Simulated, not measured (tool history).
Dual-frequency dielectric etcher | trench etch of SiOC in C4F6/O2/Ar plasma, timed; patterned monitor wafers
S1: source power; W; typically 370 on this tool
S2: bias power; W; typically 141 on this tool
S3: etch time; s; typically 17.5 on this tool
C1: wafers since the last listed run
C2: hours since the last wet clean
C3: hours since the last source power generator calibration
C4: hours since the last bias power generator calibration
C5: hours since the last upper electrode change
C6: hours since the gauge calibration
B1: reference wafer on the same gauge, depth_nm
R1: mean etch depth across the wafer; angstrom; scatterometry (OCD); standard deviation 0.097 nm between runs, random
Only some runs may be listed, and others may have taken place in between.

run 1 hour=0.0 | S1=370 S2=141 S3=17.5 | C1=0 C2=178.3 C3=1844.0 C4=4645.4 C5=3560.2 C6=285.2 | B1=35.04 | R1=346.5
run 2 hour=29.6 | S1=370 S2=141 S3=17.5 | C1=476 C2=207.9 C3=1873.6 C4=4675.0 C5=3589.8 C6=314.8 | B1=35.08 | R1=345.8
run 3 hour=59.8 | S1=370 S2=141 S3=17.5 | C1=486 C2=238.1 C3=1903.8 C4=4705.2 C5=3620.0 C6=345.0 | B1=35.10 | R1=344.9
run 4 hour=92.5 | S1=370 S2=141 S3=17.5 | C1=526 C2=270.8 C3=1936.5 C4=4737.9 C5=3652.7 C6=377.7 | B1=34.99 | R1=344.6
run 5 hour=107.2 | S1=400 S2=114 S3=17.5 | C1=236 C2=285.5 C3=1951.2 C4=4752.6 C5=3667.4 C6=392.4 | B1=34.98 | R1=337.4
run 6 hour=134.1 | S1=400 S2=114 S3=17.5 | C1=433 C2=312.4 C3=1978.1 C4=4779.5 C5=3694.3 C6=419.3 | B1=34.95 | R1=334.6
run 7 hour=148.6 | S1=400 S2=114 S3=17.5 | C1=233 C2=326.9 C3=1992.6 C4=4794.0 C5=3708.8 C6=433.8 | B1=34.99 | R1=334.1
run 8 hour=169.8 | S1=370 S2=164 S3=17.5 | C1=341 C2=348.1 C3=2013.8 C4=4815.2 C5=3730.0 C6=455.0 | B1=34.93 | R1=359.0
run 9 hour=185.4 | S1=370 S2=164 S3=17.5 | C1=251 C2=363.7 C3=2029.4 C4=4830.8 C5=3745.6 C6=470.6 | B1=34.87 | R1=359.3
-- hour=221.3 source power generator calibrated
run 10 hour=221.8 | S1=370 S2=141 S3=17.5 | C1=521 C2=400.1 C3=0.5 C4=4867.2 C5=3782.0 C6=507.0 | B1=34.82 | R1=343.5
run 11 hour=245.9 | S1=370 S2=141 S3=17.5 | C1=388 C2=424.2 C3=24.6 C4=4891.3 C5=3806.1 C6=531.1 | B1=34.74 | R1=341.2
-- hour=276.2 upper electrode replaced
run 12 hour=276.7 | S1=370 S2=141 S3=17.5 | C1=109 C2=455.0 C3=55.4 C4=4922.1 C5=0.5 C6=561.9 | B1=34.74 | R1=341.8
run 13 hour=312.7 | S1=370 S2=141 S3=17.5 | C1=579 C2=491.0 C3=91.4 C4=4958.1 C5=36.5 C6=597.9 | B1=34.66 | R1=342.8
run 14 hour=336.8 | S1=400 S2=156 S3=17.5 | C1=388 C2=515.1 C3=115.5 C4=4982.2 C5=60.6 C6=622.0 | B1=34.58 | R1=361.4
run 15 hour=353.5 | S1=310 S2=152 S3=19.5 | C1=268 C2=531.8 C3=132.2 C4=4998.9 C5=77.3 C6=638.7 | B1=34.55 | R1=362.5
-- hour=392.0 wet clean of the chamber
run 16 hour=395.0 | S1=340 S2=170 S3=17.5 | C1=281 C2=3.0 C3=173.7 C4=5040.4 C5=118.8 C6=680.2 | B1=34.43 | R1=348.0
-- hour=409.0 gauge calibrated
run 17 hour=418.7 | S1=370 S2=141 S3=17.5 | C1=381 C2=26.7 C3=197.4 C4=5064.1 C5=142.5 C6=9.7 | B1=35.21 | R1=348.0
run 18 hour=432.0 | S1=290 S2=141 S3=17.5 | C1=214 C2=40.0 C3=210.7 C4=5077.4 C5=155.8 C6=23.0 | B1=35.13 | R1=319.5
-- hour=448.2 bias power generator calibrated
run 19 hour=448.7 | S1=340 S2=115 S3=19.0 | C1=204 C2=56.7 C3=227.4 C4=0.5 C5=172.5 C6=39.7 | B1=35.22 | R1=343.8
run 20 hour=475.1 | S1=370 S2=141 S3=17.5 | C1=425 C2=83.1 C3=253.8 C4=26.9 C5=198.9 C6=66.1 | B1=35.20 | R1=348.3
run 21 hour=488.8 | S1=370 S2=109 S3=17.5 | C1=220 C2=96.8 C3=267.5 C4=40.6 C5=212.6 C6=79.8 | B1=35.15 | R1=322.2
run 22 hour=511.5 | S1=290 S2=176 S3=19.5 | C1=365 C2=119.5 C3=290.2 C4=63.3 C5=235.3 C6=102.5 | B1=35.18 | R1=375.9
run 23 hour=540.2 | S1=370 S2=141 S3=17.5 | C1=462 C2=148.2 C3=318.9 C4=92.0 C5=264.0 C6=131.2 | B1=35.17 | R1=346.4
run 24 hour=563.4 | S1=290 S2=173 S3=13.0 | C1=373 C2=171.4 C3=342.1 C4=115.2 C5=287.2 C6=154.4 | B1=35.16 | R1=252.0
run 25 hour=589.4 | S1=370 S2=141 S3=17.5 | C1=418 C2=197.4 C3=368.1 C4=141.2 C5=313.2 C6=180.4 | B1=35.16 | R1=347.3

Predict the results of run 26:
run 26 hour=615.7 | S1=320 S2=141 S3=20.5 | C1=423 C2=223.7 C3=394.4 C4=167.5 C5=339.5 C6=206.7 | B1=? | R1=?

B1: 35.13
R1: 386.0 angstrom
Without the tool's hidden state the same run would have given R1 387.0 angstrom.
